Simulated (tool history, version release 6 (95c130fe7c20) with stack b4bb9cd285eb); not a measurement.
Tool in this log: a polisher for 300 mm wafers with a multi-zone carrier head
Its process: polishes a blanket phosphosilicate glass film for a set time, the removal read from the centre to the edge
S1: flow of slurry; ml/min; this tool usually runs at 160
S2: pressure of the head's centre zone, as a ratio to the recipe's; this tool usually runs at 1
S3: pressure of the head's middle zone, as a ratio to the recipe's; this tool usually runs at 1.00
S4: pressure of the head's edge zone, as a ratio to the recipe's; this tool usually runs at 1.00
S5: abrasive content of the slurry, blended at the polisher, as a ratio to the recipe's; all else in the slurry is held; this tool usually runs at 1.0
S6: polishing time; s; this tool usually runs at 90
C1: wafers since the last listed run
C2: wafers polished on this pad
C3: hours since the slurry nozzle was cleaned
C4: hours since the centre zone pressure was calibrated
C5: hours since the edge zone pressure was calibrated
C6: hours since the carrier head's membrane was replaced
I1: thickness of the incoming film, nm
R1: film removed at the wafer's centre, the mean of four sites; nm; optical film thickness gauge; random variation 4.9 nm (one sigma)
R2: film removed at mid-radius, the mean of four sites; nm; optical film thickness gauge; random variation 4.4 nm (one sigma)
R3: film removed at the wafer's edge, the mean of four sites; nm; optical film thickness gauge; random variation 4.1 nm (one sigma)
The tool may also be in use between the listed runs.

run   hour   S1  S2    S3    S4   S5  S6   C1    C2     C3      C4     C5      C6      I1     R1     R2     R3
  1    0.0  160   1  1.00  1.00  1.0  90    0   273  644.9  1046.9  598.8  1084.0  2848.7  635.6  642.7  640.1
  2   15.6  160   1  1.00  1.00  1.0  90  148   421  660.5  1062.5  614.4  1099.6  2894.3  642.7  647.4  646.1
  3   31.5  160   1  1.00  1.00  1.0  90  151   573  676.4  1078.4  630.3  1115.5  2874.9  635.0  639.8  630.2
  4   42.0  160   1  1.00  1.00  1.0  90   99   673  686.9  1088.9  640.8  1126.0  2837.1  634.1  644.0  642.1
      66.8  -- slurry nozzle cleaned
      69.8  -- carrier head's membrane replaced by a new one
  5   70.7  160   1  1.05  1.00  1.0  90  235   908    3.9  1117.6  669.5     0.9  2937.0  626.3  661.2  634.8
      85.6  -- worn pad replaced by a new one
  6  110.1  160   1  1.05  1.00  1.0  90  337   233   43.3  1157.0  708.9    40.3  2883.4  628.9  669.3  636.7
  7  124.0  160   1  1.00  1.00  1.0  90  132   365   57.2  1170.9  722.8    54.2  2920.5  642.4  640.6  643.1
  8  140.1  160   1  0.88  1.05  1.0  90  153   519   73.3  1187.0  738.9    70.3  2914.9  637.4  577.4  655.5
  9  153.3  160   1  1.00  0.93  1.0  90  125   644   86.5  1200.2  752.1    83.5  2907.4  627.3  646.7  615.6
 10  170.3  160   1  1.00  1.00  1.0  90  161   806  103.5  1217.2  769.1   100.5  2862.7  630.0  645.2  633.7
     183.8  -- edge zone pressure recalibrated
 11  200.2  160   1  1.00  1.00  1.0  90  265  1072  133.4  1247.1   16.4   130.4  2936.6  628.9  637.9  639.0
 12  210.7  160   1  0.93  1.07  1.1  90   99  1172  143.9  1257.6   26.9   140.9  2880.5  647.2  619.9  678.7

Run 13 has not been measured yet. What should we expect?
 13  217.1  160   1  1.00  1.00  1.2  90  60  1233  150.3  1264.0  33.3  147.3  2832.9   ?   ?   ?

R1: 661.2 nm
R2: 669.5 nm
R3: 672.2 nm
If the tool had no hidden condition, the same run with the same run-to-run variation would have returned R1 661.2 nm, R2 669.5 nm, R3 672.2 nm.

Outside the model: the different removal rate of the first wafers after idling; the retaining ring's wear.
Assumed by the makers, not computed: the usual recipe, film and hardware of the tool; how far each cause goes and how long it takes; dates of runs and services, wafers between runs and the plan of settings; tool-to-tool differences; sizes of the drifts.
